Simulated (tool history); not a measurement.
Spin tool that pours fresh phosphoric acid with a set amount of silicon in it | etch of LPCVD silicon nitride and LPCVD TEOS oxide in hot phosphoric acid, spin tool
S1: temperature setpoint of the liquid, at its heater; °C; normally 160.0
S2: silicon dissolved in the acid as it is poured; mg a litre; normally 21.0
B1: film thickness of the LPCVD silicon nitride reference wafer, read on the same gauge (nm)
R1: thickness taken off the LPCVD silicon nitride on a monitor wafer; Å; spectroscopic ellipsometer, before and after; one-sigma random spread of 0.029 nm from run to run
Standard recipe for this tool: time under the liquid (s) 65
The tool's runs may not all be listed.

Run 1, hour 0.0: usual settings; B1 70.416. Result: R1 44.39 Å.
Run 2, hour 77.7: usual settings; B1 70.573. Result: R1 45.48 Å.
Run 3, hour 122.8: usual settings; B1 70.646. Result: R1 44.63 Å.
Run 4, hour 163.5: usual settings; B1 70.705. Result: R1 44.73 Å.
Run 5, hour 238.0: usual settings but S2 14.0 mg a litre; B1 70.798. Result: R1 45.23 Å.
Run 6, hour 304.6: usual settings but S2 33.5 mg a litre; B1 70.893. Result: R1 45.18 Å.
Run 7, hour 386.9: usual settings but S2 7.5 mg a litre; B1 71.054. Result: R1 45.29 Å.
At hour 439.8: thermometer replaced.
At hour 453.7: heated supply line repaired.
Run 8, hour 474.3: usual settings but S2 14.0 mg a litre; B1 71.165. Result: R1 45.03 Å.
Run 9, hour 540.4: usual settings but S1 162.0 °C, S2 14.5 mg a litre; B1 71.268. Result: R1 48.86 Å.
Run 10, hour 617.9: usual settings but S1 163.0 °C, time under the liquid (s) 85; B1 71.387. Result: R1 65.46 Å.
At hour 658.9: dissolved silicon flow meter replaced.
Run 11, hour 701.2: usual settings; B1 71.527. Result: R1 45.40 Å.
Run 12, hour 778.7: usual settings; B1 71.632. Result: R1 45.82 Å.
Run 13, hour 858.9: usual settings but S2 29.0 mg a litre; B1 71.742. Result: R1 45.70 Å.
Run 14, hour 903.2: usual settings but S1 158.0 °C, S2 28.0 mg a litre, time under the liquid (s) 100; B1 71.844. Result: R1 66.30 Å.
Run 15, hour 971.6: usual settings; B1 71.932. Result: R1 45.37 Å.
Run 16, hour 1065.3: usual settings; B1 72.056. Result: R1 46.37 Å.
Run 17, hour 1135.1: usual settings but S1 161.0 °C, S2 29.5 mg a litre, time under the liquid (s) 25; B1 72.154. Result: R1 18.26 Å.
Run 18, hour 1184.5: usual settings but S1 157.5 °C, S2 6.5 mg a litre; B1 72.246. Result: R1 42.55 Å.
Run 19, hour 1236.7: usual settings but time under the liquid (s) 75; B1 72.351. Result: R1 52.97 Å.
Run 20, hour 1316.4: usual settings; B1 72.507. Result: R1 45.74 Å.
At hour 1382.8: heated supply line repaired.
Run 21, hour 1385.5: usual settings; B1 72.556. Result: R1 46.66 Å.
Run 22, hour 1481.6: usual settings but S1 158.0 °C, S2 26.5 mg a litre, time under the liquid (s) 40; B1 72.744. Result: R1 26.49 Å.
Run 23, hour 1544.6: usual settings but S2 11.0 mg a litre; B1 72.814. Result: R1 45.99 Å.

Forecast each of these 3 alternatives for the next run:
Run A, hour 1545.0: usual settings but S2 35.0 mg a litre; B1 ?. Result: R1 ?.
Run B, hour 1545.0: usual settings but S2 11.5 mg a litre, time under the liquid (s) 45; B1 ?. Result: R1 ?.
Run C, hour 1545.0: usual settings but S1 157.0 °C, S2 8.0 mg a litre, time under the liquid (s) 95; B1 ?. Result: R1 ?.

run      B1     R1
  A  72.793  46.63
  B  72.793  32.28
  C  72.793  61.57
With the hidden condition removed and each run's random variation left untouched, the same runs would have given:
run     R1
  A  44.82
  B  31.03
  C  59.18
